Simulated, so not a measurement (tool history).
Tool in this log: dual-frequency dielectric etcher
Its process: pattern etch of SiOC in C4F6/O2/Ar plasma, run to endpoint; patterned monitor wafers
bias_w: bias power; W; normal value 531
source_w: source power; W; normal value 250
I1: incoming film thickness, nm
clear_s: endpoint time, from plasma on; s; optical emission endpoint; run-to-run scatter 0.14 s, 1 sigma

run 1 hour=0 | bias_w=531 source_w=250 | I1=47.23 | clear_s=18.1
run 2 hour=46.3 | bias_w=531 source_w=280 | I1=47.12 | clear_s=17.1
run 3 hour=111.5 | bias_w=531 source_w=270 | I1=46.95 | clear_s=17.3
run 4 hour=182.7 | bias_w=531 source_w=270 | I1=47.85 | clear_s=17.6
run 5 hour=235.4 | bias_w=531 source_w=250 | I1=47.57 | clear_s=17.7
run 6 hour=283.7 | bias_w=531 source_w=250 | I1=47.16 | clear_s=17.4
run 7 hour=329 | bias_w=531 source_w=250 | I1=47.32 | clear_s=17.6
-- hour=377.5 source power generator calibrated
run 8 hour=383.1 | bias_w=531 source_w=250 | I1=47.22 | clear_s=17.7
-- hour=411.4 wet clean of the chamber
run 9 hour=441.2 | bias_w=531 source_w=250 | I1=47.16 | clear_s=18
run 10 hour=469.7 | bias_w=531 source_w=250 | I1=47.11 | clear_s=17.9
run 11 hour=519.3 | bias_w=444 source_w=250 | I1=47.45 | clear_s=19.2
run 12 hour=580.7 | bias_w=531 source_w=230 | I1=47.38 | clear_s=18.4
run 13 hour=632.8 | bias_w=531 source_w=290 | I1=47.47 | clear_s=17
-- hour=701.7 upper electrode replaced
run 14 hour=702.2 | bias_w=531 source_w=250 | I1=47.19 | clear_s=17.5
run 15 hour=749.1 | bias_w=580 source_w=280 | I1=47.36 | clear_s=16.4
run 16 hour=786 | bias_w=531 source_w=250 | I1=47.46 | clear_s=17.5
-- hour=831.3 bias power generator calibrated
-- hour=847.7 wet clean of the chamber
run 17 hour=848.2 | bias_w=656 source_w=190 | I1=47.91 | clear_s=18.6
run 18 hour=907.2 | bias_w=531 source_w=250 | I1=47.07 | clear_s=17.4
run 19 hour=950.5 | bias_w=455 source_w=200 | I1=47.53 | clear_s=20
run 20 hour=1008.1 | bias_w=634 source_w=250 | I1=47.44 | clear_s=16.8
run 21 hour=1070.8 | bias_w=434 source_w=250 | I1=47.49 | clear_s=18.9
run 22 hour=1220.5 | bias_w=418 source_w=250 | I1=47.52 | clear_s=18.8

Alternative continuations, all from the tool just after run 22; predict every row:
run A hour=1220.9 | bias_w=531 source_w=250 | I1=47.38 | clear_s=?
run B hour=1220.9 | bias_w=494 source_w=230 | I1=47.38 | clear_s=?
run C hour=1220.9 | bias_w=591 source_w=270 | I1=47.38 | clear_s=?
run D hour=1220.9 | bias_w=486 source_w=200 | I1=47.38 | clear_s=?

run=A clear_s=17.3
run=B clear_s=18.2
run=C clear_s=16.3
run=D clear_s=19.1
Take away the tool's hidden state, keep each run's random variation, and the runs would have read:
run=A clear_s=18
run=B clear_s=18.9
run=C clear_s=17
run=D clear_s=19.9
